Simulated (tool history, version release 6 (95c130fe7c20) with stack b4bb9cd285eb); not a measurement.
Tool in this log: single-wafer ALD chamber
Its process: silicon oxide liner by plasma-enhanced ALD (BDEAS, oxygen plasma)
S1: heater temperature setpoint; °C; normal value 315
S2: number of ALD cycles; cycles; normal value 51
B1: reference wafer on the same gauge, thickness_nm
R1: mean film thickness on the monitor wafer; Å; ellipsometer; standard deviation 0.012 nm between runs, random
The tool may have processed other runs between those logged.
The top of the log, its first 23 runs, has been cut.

run,hour,S1,S2,B1,R1
24,305.5,302,59,5.791,57.78
25,318.6,315,51,5.792,49.04
26,326.4,325,51,5.789,48.56
27,339.9,325,57,5.79,54.1
28,372.2,303,47,5.794,45.69
29,386.9,301,54,5.789,53.05
30,394.6,315,51,5.788,49.07
31,403.6,315,51,5.788,48.76
32,418.5,300,42,5.789,41.23
33,435.5,303,51,5.791,49.68
34,443.2,315,51,5.79,49.09
35,457.6,326,43,5.788,40.75
# hour 461.7: gauge calibrated
36,471.6,315,43,5.794,41.15
37,484.9,330,51,5.792,48.07
38,492.3,315,51,5.791,49.14
39,503.5,326,51,5.789,48.22
40,514.2,315,51,5.791,49.16
41,530.8,308,60,5.788,58.48
42,567.4,304,51,5.79,49.7

Run 43 is up next; what results do you expect?
43,583.4,315,45,?,?

For run 43 the tool returned B1 5.791, R1 43.18 Å.
With no hidden state in the tool, this same run would have given R1 43.18 Å.

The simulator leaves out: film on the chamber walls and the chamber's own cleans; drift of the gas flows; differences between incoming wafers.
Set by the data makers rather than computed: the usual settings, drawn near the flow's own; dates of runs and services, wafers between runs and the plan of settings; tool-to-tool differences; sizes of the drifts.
